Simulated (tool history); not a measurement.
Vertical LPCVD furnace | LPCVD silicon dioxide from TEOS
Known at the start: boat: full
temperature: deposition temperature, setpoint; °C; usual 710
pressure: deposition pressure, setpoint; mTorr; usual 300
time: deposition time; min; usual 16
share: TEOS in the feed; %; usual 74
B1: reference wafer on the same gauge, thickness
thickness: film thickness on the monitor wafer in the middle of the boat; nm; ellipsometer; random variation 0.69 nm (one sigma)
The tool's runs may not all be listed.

{"run": 1, "hour": 0.0, "temperature": 701, "pressure": 300, "time": 16, "share": 74, "B1": 179.36, "thickness": 123.43}
{"run": 2, "hour": 55.4, "temperature": 707, "pressure": 300, "time": 16, "share": 74, "B1": 179.29, "thickness": 142.63}
{"run": 3, "hour": 107.1, "temperature": 710, "pressure": 300, "time": 16, "share": 74, "B1": 179.51, "thickness": 152.15}
{"run": 4, "hour": 181.1, "temperature": 710, "pressure": 300, "time": 16, "share": 74, "B1": 179.66, "thickness": 152.82}
{"hour": 246.7, "done": "TEOS flow controller replaced"}
{"run": 5, "hour": 247.2, "temperature": 710, "pressure": 300, "time": 16, "share": 74, "B1": 179.89, "thickness": 153.34}
{"run": 6, "hour": 323.0, "temperature": 710, "pressure": 300, "time": 16, "share": 74, "B1": 179.79, "thickness": 151.74}
{"run": 7, "hour": 397.1, "temperature": 710, "pressure": 300, "time": 16, "share": 74, "B1": 180.3, "thickness": 151.88}
{"run": 8, "hour": 434.6, "temperature": 710, "pressure": 300, "time": 16, "share": 74, "B1": 180.44, "thickness": 153.01}
{"run": 9, "hour": 535.5, "temperature": 710, "pressure": 300, "time": 16, "share": 74, "B1": 180.09, "thickness": 152.74}
{"run": 10, "hour": 630.4, "temperature": 710, "pressure": 300, "time": 16, "share": 60, "B1": 180.46, "thickness": 137.02}
{"run": 11, "hour": 721.2, "temperature": 710, "pressure": 255, "time": 16, "share": 74, "B1": 180.59, "thickness": 141.39}
{"run": 12, "hour": 795.7, "temperature": 710, "pressure": 250, "time": 16, "share": 69, "B1": 180.71, "thickness": 135.04}
{"run": 13, "hour": 848.3, "temperature": 700, "pressure": 230, "time": 10.5, "share": 74, "B1": 180.62, "thickness": 69.29}
{"run": 14, "hour": 925.3, "temperature": 703, "pressure": 300, "time": 16, "share": 79, "B1": 181.1, "thickness": 135.46}
{"run": 15, "hour": 1008.6, "temperature": 720, "pressure": 300, "time": 16, "share": 74, "B1": 180.46, "thickness": 191.75}
{"hour": 1058.4, "done": "gauge calibrated"}
{"run": 16, "hour": 1066.1, "temperature": 710, "pressure": 300, "time": 16, "share": 74, "B1": 169.57, "thickness": 142.92}
{"run": 17, "hour": 1118.3, "temperature": 710, "pressure": 225, "time": 17.5, "share": 66, "B1": 170.39, "thickness": 128.81}
{"hour": 1201.9, "done": "pressure gauge zeroed"}
{"run": 18, "hour": 1204.3, "temperature": 718, "pressure": 240, "time": 16, "share": 74, "B1": 170.89, "thickness": 155.96}
{"hour": 1239.3, "done": "thermocouples replaced and temperature profile calibrated"}
{"run": 19, "hour": 1262.3, "temperature": 702, "pressure": 300, "time": 16, "share": 63, "B1": 171.67, "thickness": 112.5}
{"run": 20, "hour": 1346.0, "temperature": 710, "pressure": 300, "time": 11.5, "share": 74, "B1": 172.21, "thickness": 104.32}
{"run": 21, "hour": 1451.3, "temperature": 720, "pressure": 345, "time": 10, "share": 66, "B1": 173.37, "thickness": 117.22}
{"run": 22, "hour": 1522.9, "temperature": 700, "pressure": 300, "time": 16, "share": 74, "B1": 173.98, "thickness": 116.8}
{"run": 23, "hour": 1584.8, "temperature": 714, "pressure": 330, "time": 16, "share": 86, "B1": 173.87, "thickness": 182.24}
{"run": 24, "hour": 1649.7, "temperature": 710, "pressure": 300, "time": 16, "share": 74, "B1": 174.4, "thickness": 148.22}
{"run": 25, "hour": 1750.9, "temperature": 721, "pressure": 300, "time": 16, "share": 74, "B1": 175.11, "thickness": 191.46}
{"run": 26, "hour": 1799.8, "temperature": 710, "pressure": 335, "time": 16, "share": 74, "B1": 175.28, "thickness": 158.71}
{"run": 27, "hour": 1855.0, "temperature": 710, "pressure": 335, "time": 10.5, "share": 61, "B1": 175.54, "thickness": 93.99}
{"run": 28, "hour": 1962.9, "temperature": 699, "pressure": 340, "time": 16, "share": 62, "B1": 175.75, "thickness": 111.87}
{"run": 29, "hour": 2012.0, "temperature": 710, "pressure": 235, "time": 13, "share": 74, "B1": 175.82, "thickness": 107.9}
{"run": 30, "hour": 2075.2, "temperature": 720, "pressure": 300, "time": 16, "share": 74, "B1": 176.2, "thickness": 187.54}

Measured less the same run without the tool's hidden state. The same run-to-run variation is in both; the gauge's scatter may not be:
The hidden state here: true tube temperature minus thermocouple reading, K; true pressure minus gauge reading, mTorr; deviation of the TEOS flow from its setpoint, %; gauge reads high (%).
run=1 thickness=+5.72
run=2 thickness=+6.71
run=3 thickness=+7.26
run=4 thickness=+7.42
run=5 thickness=+7.56
run=6 thickness=+7.59
run=7 thickness=+7.69
run=8 thickness=+7.79
run=9 thickness=+7.89
run=10 thickness=+7.17
run=11 thickness=+7.47
run=12 thickness=+7.19
run=13 thickness=+3.7
run=14 thickness=+7.3
run=15 thickness=+10.39
run=16 thickness=-1.22
run=17 thickness=-0.65
run=18 thickness=+0.03
run=19 thickness=+0.38
run=20 thickness=+0.8
run=21 thickness=+1.45
run=22 thickness=+1.77
run=23 thickness=+3.18
run=24 thickness=+2.91
run=25 thickness=+4.35
run=26 thickness=+3.81
run=27 thickness=+2.39
run=28 thickness=+3.12
run=29 thickness=+3.12
run=30 thickness=+5.65
